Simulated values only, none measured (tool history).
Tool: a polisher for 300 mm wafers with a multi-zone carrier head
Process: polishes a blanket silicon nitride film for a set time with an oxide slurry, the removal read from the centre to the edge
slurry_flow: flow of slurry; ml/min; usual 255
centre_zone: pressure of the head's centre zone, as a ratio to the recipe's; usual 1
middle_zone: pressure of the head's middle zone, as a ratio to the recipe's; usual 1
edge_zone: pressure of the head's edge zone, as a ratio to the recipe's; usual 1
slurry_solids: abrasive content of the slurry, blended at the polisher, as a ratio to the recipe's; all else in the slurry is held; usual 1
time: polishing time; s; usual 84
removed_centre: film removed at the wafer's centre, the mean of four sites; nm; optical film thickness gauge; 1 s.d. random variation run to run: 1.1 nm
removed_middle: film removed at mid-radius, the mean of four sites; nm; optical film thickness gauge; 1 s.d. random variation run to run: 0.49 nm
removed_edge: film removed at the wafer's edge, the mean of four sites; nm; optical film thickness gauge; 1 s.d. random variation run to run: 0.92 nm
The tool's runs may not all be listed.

run   hour  slurry_flow  centre_zone  middle_zone  edge_zone  slurry_solids  time  wafers since the last listed run  wafers polished on this pad  hours since the slurry nozzle was cleaned  hours since the centre zone pressure was calibrated  hours since the edge zone pressure was calibrated  hours since the carrier head's membrane was replaced  incoming thickness of the incoming film, nm  removed_centre  removed_middle  removed_edge
  1      0          305            1            1          1              1    84                                 0                          366                                      576.9                                                774.4                                              769.5                                                1085.2                                        613.1              73            76.2          74.3
  2   16.4          305            1            1          1              1    84                               103                          470                                      593.3                                                790.8                                              785.9                                                1101.6                                        601.2            73.8            75.9          75.2
        20  -- slurry nozzle cleaned
  3   30.9          255            1            1          1              1    84                                85                          555                                       10.9                                                805.3                                              800.4                                                1116.1                                        620.4            70.8            71.9          72.3
      37.4  -- carrier head's membrane replaced by a new one
        45  -- edge zone pressure recalibrated
  4   47.2          255            1            1          1              1    84                                58                          614                                       27.2                                                821.6                                                2.2                                                   9.8                                        608.5            71.2            70.9          69.5
  5   61.8          325            1            1          1            0.8    70                                92                          707                                       41.8                                                836.2                                               16.8                                                  24.4                                        608.1            53.5            54.2          52.4
  6     68          255            1            1          1              1    84                                39                          746                                         48                                                842.4                                                 23                                                  30.6                                        603.3            64.9            67.8          66.2
  7   82.1          255         0.92         0.88       1.06              1    93                                89                          835                                       62.1                                                856.5                                               37.1                                                  44.7                                        599.4            65.7            66.9          74.4
      95.7  -- worn pad replaced by a new one
  8   96.2          255            1         1.04          1              1    84                                63                            2                                       76.2                                                870.6                                               51.2                                                  58.8                                        612.3            72.6            79.2          75.4
  9  106.3          200         0.95            1          1              1    84                                63                           66                                       86.3                                                880.7                                               61.3                                                  68.9                                        609.9            67.2            74.8          74.3
 10  119.8          255         1.08            1          1              1    84                                85                          152                                       99.8                                                894.2                                               74.8                                                  82.4                                        608.4            80.6            77.4          75.3
 11  136.6          255            1            1          1              1    84                               106                          258                                      116.6                                                  911                                               91.6                                                  99.2                                        610.1            74.3            75.6          74.1
 12    144          195            1            1          1            0.8    84                                46                          305                                        124                                                918.4                                                 99                                                 106.6                                        618.8            64.4            66.4          65.4
 13  160.4          255            1            1          1              1   111                               103                          408                                      140.4                                                934.8                                              115.4                                                   123                                        617.9            94.4            98.3          95.2
 14    168          185         1.09            1          1              1    84                                48                          456                                        148                                                942.4                                                123                                                 130.6                                        599.8            74.7            71.1          71.5
 15  175.2          255         1.11            1       0.89            1.2   110                                45                          502                                      155.2                                                949.6                                              130.2                                                 137.8                                        612.2           109.2           102.9          96.4
 16  191.3          255         1.06         1.04       1.09              1   106                               101                          604                                      171.3                                                965.7                                              146.3                                                 153.9                                        613.3            92.2            92.8          95.4
     199.4  -- centre zone pressure recalibrated
 17  208.9          255            1            1          1              1    84                                98                          702                                      188.9                                                  9.5                                              163.9                                                 171.5                                        612.3            67.7            69.8          69.1
 18  220.3          305            1            1          1              1    84                                72                          774                                      200.3                                                 20.9                                              175.3                                                 182.9                                        614.1            67.4            69.8          68.7
 19  226.6          255            1            1        0.9              1    84                                39                          814                                      206.6                                                 27.2                                              181.6                                                 189.2                                          605            67.1            67.4          64.6
     240.3  -- worn pad replaced by a new one
 20  280.5          170         0.97            1          1            1.1    67                               315                          254                                      260.5                                                 81.1                                              235.5                                                 243.1                                        607.7            53.5            58.2            59
 21  290.4          255         1.08         0.91          1            0.9    84                                62                          316                                      270.4                                                   91                                              245.4                                                   253                                        609.6            75.8            66.4          70.7

What differs in the tool's unlogged condition from the final listed run ahead of each entry between runs to the first listed run following it?
From run 2 to run 3: slurry nozzle cleaned (hour 20)
  removal rate lost through wear of the pad, %: 4.17 -> 5.82
  the result without the hidden state subtracted from the measured one, removed_centre: -3.2 -> -4.4 nm; removed_middle: -3.3 -> -4.5 nm; removed_edge: -3.3 -> -4.5 nm
From run 3 to run 4: carrier head's membrane replaced by a new one (hour 37.4); edge zone pressure recalibrated (hour 45)
  removal rate lost through wear of the pad, %: 5.82 -> 8.04
  the result without the hidden state subtracted from the measured one, removed_centre: -4.4 -> -6.2 nm; removed_middle: -4.5 -> -6.2 nm; removed_edge: -4.5 -> -6.1 nm
From run 7 to run 8: worn pad replaced by a new one (hour 95.7)
  removal rate lost through wear of the pad, %: 14 -> 0.396
  the result without the hidden state subtracted from the measured one, removed_centre: -10.7 -> -0.3 nm; removed_middle: -10.9 -> -0.4 nm; removed_edge: -12.2 -> -0.3 nm
From run 16 to run 17: centre zone pressure recalibrated (hour 199.4)
  removal rate lost through wear of the pad, %: 6.78 -> 9.35
  the result without the hidden state subtracted from the measured one, removed_centre: -6.7 -> -7 nm; removed_middle: -6.8 -> -7.2 nm; removed_edge: -7 -> -7.2 nm
From run 19 to run 20: worn pad replaced by a new one (hour 240.3)
  removal rate lost through wear of the pad, %: 12.4 -> 2.9
  the result without the hidden state subtracted from the measured one, removed_centre: -9.5 -> -1.6 nm; removed_middle: -9.5 -> -1.7 nm; removed_edge: -9.1 -> -1.7 nm

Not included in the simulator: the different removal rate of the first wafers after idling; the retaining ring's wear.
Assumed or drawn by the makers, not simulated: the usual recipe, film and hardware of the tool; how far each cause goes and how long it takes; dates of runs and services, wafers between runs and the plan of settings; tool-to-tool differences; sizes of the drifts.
